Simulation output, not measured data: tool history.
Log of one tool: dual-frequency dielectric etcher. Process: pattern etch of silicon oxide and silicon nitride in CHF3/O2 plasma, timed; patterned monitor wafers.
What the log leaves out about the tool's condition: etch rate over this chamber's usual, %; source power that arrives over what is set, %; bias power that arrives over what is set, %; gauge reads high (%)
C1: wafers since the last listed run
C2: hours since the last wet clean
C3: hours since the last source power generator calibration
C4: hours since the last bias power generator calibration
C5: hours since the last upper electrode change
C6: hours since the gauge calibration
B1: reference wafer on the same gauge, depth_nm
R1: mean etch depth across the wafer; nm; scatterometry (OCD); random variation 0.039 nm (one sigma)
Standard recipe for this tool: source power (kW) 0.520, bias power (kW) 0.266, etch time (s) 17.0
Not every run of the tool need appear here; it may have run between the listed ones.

run 1 hour=0.0 | source_power_(kW)=0.520 bias_power_(kW)=0.266 etch_time_(s)=17.0 | C1=0 C2=455.9 C3=1721.4 C4=5198.2 C5=5721.6 C6=542.3 | B1=28.99 | R1=26.57
-- hour=25.5 wet clean of the chamber
run 2 hour=26.0 | source_power_(kW)=0.550 bias_power_(kW)=0.316 etch_time_(s)=17.0 | C1=34 C2=0.5 C3=1747.4 C4=5224.2 C5=5747.6 C6=568.3 | B1=29.00 | R1=28.74
run 3 hour=26.3 | source_power_(kW)=0.520 bias_power_(kW)=0.266 etch_time_(s)=17.0 | C1=5 C2=0.8 C3=1747.7 C4=5224.5 C5=5747.9 C6=568.6 | B1=29.00 | R1=26.29
run 4 hour=26.7 | source_power_(kW)=0.520 bias_power_(kW)=0.266 etch_time_(s)=17.0 | C1=6 C2=1.2 C3=1748.1 C4=5224.9 C5=5748.3 C6=569.0 | B1=29.00 | R1=26.30
run 5 hour=33.9 | source_power_(kW)=0.520 bias_power_(kW)=0.266 etch_time_(s)=17.0 | C1=125 C2=8.4 C3=1755.3 C4=5232.1 C5=5755.5 C6=576.2 | B1=28.98 | R1=26.31
-- hour=39.6 source power generator calibrated
-- hour=73.4 upper electrode replaced
-- hour=76.2 bias power generator calibrated
run 6 hour=76.7 | source_power_(kW)=0.520 bias_power_(kW)=0.266 etch_time_(s)=17.0 | C1=209 C2=51.2 C3=37.1 C4=0.5 C5=3.3 C6=619.0 | B1=29.00 | R1=25.78
run 7 hour=77.0 | source_power_(kW)=0.520 bias_power_(kW)=0.266 etch_time_(s)=17.0 | C1=5 C2=51.5 C3=37.4 C4=0.8 C5=3.6 C6=619.3 | B1=29.01 | R1=25.91
run 8 hour=77.3 | source_power_(kW)=0.600 bias_power_(kW)=0.245 etch_time_(s)=20.5 | C1=5 C2=51.8 C3=37.7 C4=1.1 C5=3.9 C6=619.6 | B1=29.02 | R1=31.75
run 9 hour=89.4 | source_power_(kW)=0.520 bias_power_(kW)=0.266 etch_time_(s)=13.5 | C1=210 C2=63.9 C3=49.8 C4=13.2 C5=16.0 C6=631.7 | B1=28.99 | R1=20.52
run 10 hour=102.6 | source_power_(kW)=0.480 bias_power_(kW)=0.293 etch_time_(s)=17.0 | C1=229 C2=77.1 C3=63.0 C4=26.4 C5=29.2 C6=644.9 | B1=29.00 | R1=26.11
run 11 hour=109.0 | source_power_(kW)=0.580 bias_power_(kW)=0.209 etch_time_(s)=14.5 | C1=111 C2=83.5 C3=69.4 C4=32.8 C5=35.6 C6=651.3 | B1=29.01 | R1=20.82
run 12 hour=119.1 | source_power_(kW)=0.520 bias_power_(kW)=0.266 etch_time_(s)=17.0 | C1=175 C2=93.6 C3=79.5 C4=42.9 C5=45.7 C6=661.4 | B1=29.00 | R1=25.84
-- hour=122.7 gauge calibrated
run 13 hour=134.4 | source_power_(kW)=0.520 bias_power_(kW)=0.266 etch_time_(s)=17.0 | C1=266 C2=108.9 C3=94.8 C4=58.2 C5=61.0 C6=11.7 | B1=29.00 | R1=25.95
run 14 hour=144.0 | source_power_(kW)=0.520 bias_power_(kW)=0.266 etch_time_(s)=14.0 | C1=166 C2=118.5 C3=104.4 C4=67.8 C5=70.6 C6=21.3 | B1=29.00 | R1=21.42
run 15 hour=155.4 | source_power_(kW)=0.520 bias_power_(kW)=0.266 etch_time_(s)=17.0 | C1=198 C2=129.9 C3=115.8 C4=79.2 C5=82.0 C6=32.7 | B1=28.99 | R1=25.96
run 16 hour=169.7 | source_power_(kW)=0.520 bias_power_(kW)=0.325 etch_time_(s)=17.0 | C1=248 C2=144.2 C3=130.1 C4=93.5 C5=96.3 C6=47.0 | B1=28.99 | R1=28.18
run 17 hour=181.7 | source_power_(kW)=0.460 bias_power_(kW)=0.210 etch_time_(s)=17.0 | C1=208 C2=156.2 C3=142.1 C4=105.5 C5=108.3 C6=59.0 | B1=28.99 | R1=22.55
run 18 hour=189.5 | source_power_(kW)=0.520 bias_power_(kW)=0.266 etch_time_(s)=17.0 | C1=135 C2=164.0 C3=149.9 C4=113.3 C5=116.1 C6=66.8 | B1=28.99 | R1=26.02
run 19 hour=200.0 | source_power_(kW)=0.520 bias_power_(kW)=0.301 etch_time_(s)=12.5 | C1=182 C2=174.5 C3=160.4 C4=123.8 C5=126.6 C6=77.3 | B1=29.00 | R1=20.11
run 20 hour=248.7 | source_power_(kW)=0.520 bias_power_(kW)=0.291 etch_time_(s)=15.0 | C1=846 C2=223.2 C3=209.1 C4=172.5 C5=175.3 C6=126.0 | B1=29.01 | R1=23.81
run 21 hour=255.2 | source_power_(kW)=0.430 bias_power_(kW)=0.322 etch_time_(s)=20.0 | C1=113 C2=229.7 C3=215.6 C4=179.0 C5=181.8 C6=132.5 | B1=29.00 | R1=30.98
run 22 hour=265.8 | source_power_(kW)=0.520 bias_power_(kW)=0.310 etch_time_(s)=17.0 | C1=184 C2=240.3 C3=226.2 C4=189.6 C5=192.4 C6=143.1 | B1=29.00 | R1=27.76
run 23 hour=277.9 | source_power_(kW)=0.520 bias_power_(kW)=0.241 etch_time_(s)=15.5 | C1=210 C2=252.4 C3=238.3 C4=201.7 C5=204.5 C6=155.2 | B1=28.99 | R1=22.88
run 24 hour=290.3 | source_power_(kW)=0.460 bias_power_(kW)=0.244 etch_time_(s)=17.0 | C1=215 C2=264.8 C3=250.7 C4=214.1 C5=216.9 C6=167.6 | B1=29.00 | R1=24.02
run 25 hour=301.8 | source_power_(kW)=0.520 bias_power_(kW)=0.291 etch_time_(s)=17.0 | C1=199 C2=276.3 C3=262.2 C4=225.6 C5=228.4 C6=179.1 | B1=29.00 | R1=27.08
run 26 hour=309.2 | source_power_(kW)=0.650 bias_power_(kW)=0.314 etch_time_(s)=17.0 | C1=128 C2=283.7 C3=269.6 C4=233.0 C5=235.8 C6=186.5 | B1=29.00 | R1=30.51
run 27 hour=330.9 | source_power_(kW)=0.520 bias_power_(kW)=0.266 etch_time_(s)=17.0 | C1=377 C2=305.4 C3=291.3 C4=254.7 C5=257.5 C6=208.2 | B1=29.00 | R1=26.23
run 28 hour=346.5 | source_power_(kW)=0.520 bias_power_(kW)=0.266 etch_time_(s)=17.0 | C1=271 C2=321.0 C3=306.9 C4=270.3 C5=273.1 C6=223.8 | B1=29.01 | R1=26.25
run 29 hour=352.9 | source_power_(kW)=0.520 bias_power_(kW)=0.266 etch_time_(s)=17.0 | C1=111 C2=327.4 C3=313.3 C4=276.7 C5=279.5 C6=230.2 | B1=29.00 | R1=26.19
run 30 hour=363.3 | source_power_(kW)=0.600 bias_power_(kW)=0.266 etch_time_(s)=18.5 | C1=180 C2=337.8 C3=323.7 C4=287.1 C5=289.9 C6=240.6 | B1=28.98 | R1=30.16
run 31 hour=370.8 | source_power_(kW)=0.520 bias_power_(kW)=0.266 etch_time_(s)=17.0 | C1=130 C2=345.3 C3=331.2 C4=294.6 C5=297.4 C6=248.1 | B1=29.00 | R1=26.30

Results for each run, recomputed without the tool's hidden state and with each run's random variation untouched:
run=1 R1=25.80
run=2 R1=28.22
run=3 R1=25.81
run=4 R1=25.82
run=5 R1=25.83
run=6 R1=25.76
run=7 R1=25.89
run=8 R1=31.72
run=9 R1=20.49
run=10 R1=26.05
run=11 R1=20.76
run=12 R1=25.75
run=13 R1=25.84
run=14 R1=21.32
run=15 R1=25.82
run=16 R1=28.01
run=17 R1=22.40
run=18 R1=25.84
run=19 R1=19.96
run=20 R1=23.57
run=21 R1=30.66
run=22 R1=27.46
run=23 R1=22.61
run=24 R1=23.73
run=25 R1=26.74
run=26 R1=30.12
run=27 R1=25.87
run=28 R1=25.87
run=29 R1=25.80
run=30 R1=29.69
run=31 R1=25.88
